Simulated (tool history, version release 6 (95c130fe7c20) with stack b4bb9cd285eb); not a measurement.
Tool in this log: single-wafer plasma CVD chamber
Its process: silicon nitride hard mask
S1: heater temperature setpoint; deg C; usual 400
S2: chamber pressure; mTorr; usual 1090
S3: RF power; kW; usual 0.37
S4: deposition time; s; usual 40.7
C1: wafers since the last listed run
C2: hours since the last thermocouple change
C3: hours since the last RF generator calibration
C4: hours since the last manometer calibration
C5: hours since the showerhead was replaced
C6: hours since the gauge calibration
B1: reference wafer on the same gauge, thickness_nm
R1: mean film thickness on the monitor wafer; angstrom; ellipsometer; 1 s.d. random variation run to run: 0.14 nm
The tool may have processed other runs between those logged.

run	day	S1	S2	S3	S4	C1	C2	C3	C4	C5	C6	B1	R1
1	0	393	1090	0.37	37.9	0	1499.3	2269	2164.6	3208.1	238.1	55.276	418.69
2	0.992	400	1250	0.37	40.7	553	1523.1	2292.8	2188.4	3231.9	261.9	55.292	471.81
3	4.762	400	1250	0.37	40.7	2102	1613.6	2383.3	2278.9	3322.4	352.4	55.292	470.86
4	5.954	400	1090	0.345	40.7	664	1642.2	2411.9	2307.5	3351	381	55.312	424.51
5	6.533	400	1090	0.37	40.7	323	1656.1	2425.8	2321.4	3364.9	394.9	55.302	448.47
6	7.046	400	1090	0.37	40.7	285	1668.4	2438.1	2333.7	3377.2	407.2	55.319	446.68
7	8.004	400	1090	0.415	40.7	534	1691.4	2461.1	2356.7	3400.2	430.2	55.351	485.29
8	9.096	400	1090	0.37	40.7	608	1717.6	2487.3	2382.9	3426.4	456.4	55.32	446.66
9	10.583	400	1090	0.37	40.7	829	1753.3	2523	2418.6	3462.1	492.1	55.284	446.03
10	11.467	400	1090	0.35	40.7	492	1774.5	2544.2	2439.8	3483.3	513.3	55.327	428.91
# day 11.85: gauge calibrated
11	15.171	400	1090	0.35	40.7	2065	1863.4	2633.1	2528.7	3572.2	79.7	55.331	426.87
12	16.329	400	1090	0.35	40.7	646	1891.2	2660.9	2556.5	3600	107.5	55.268	427.08
# day 16.758: showerhead replaced
13	17.758	400	1090	0.37	39	611	1925.5	2695.2	2590.8	24	141.8	55.304	429.35
14	18.679	387	1090	0.4	47.6	513	1947.6	2717.3	2612.9	46.1	163.9	55.279	558.13
15	19.671	389	1090	0.37	36.8	552	1971.4	2741.1	2636.7	69.9	187.7	55.323	404.4
# day 20.004: capacitance manometer re-zeroed and calibrated
# day 20.754: thermocouple changed; heater temperature recalibrated
16	20.775	400	1090	0.3	47.6	244	0.5	2767.6	18.5	96.4	214.2	55.299	443.29
17	21.175	404	1360	0.415	37.6	223	10.1	2777.2	28.1	106	223.8	55.262	487.45
# day 22.392: RF generator calibrated
18	22.575	411	1090	0.425	48.3	594	43.7	4.4	61.7	139.6	257.4	55.29	625.88
19	23.617	400	1090	0.37	40.7	580	68.7	29.4	86.7	164.6	282.4	55.295	478.97

What will run 20 give?
20	24.567	390	1350	0.315	40.7	529	91.5	52.2	109.5	187.4	305.2	?	?

Run 20 came out at B1 55.275, R1 460.34 angstrom.
On a tool with no hidden condition, and with the same random variation, this run would have come out at R1 464.6 angstrom.
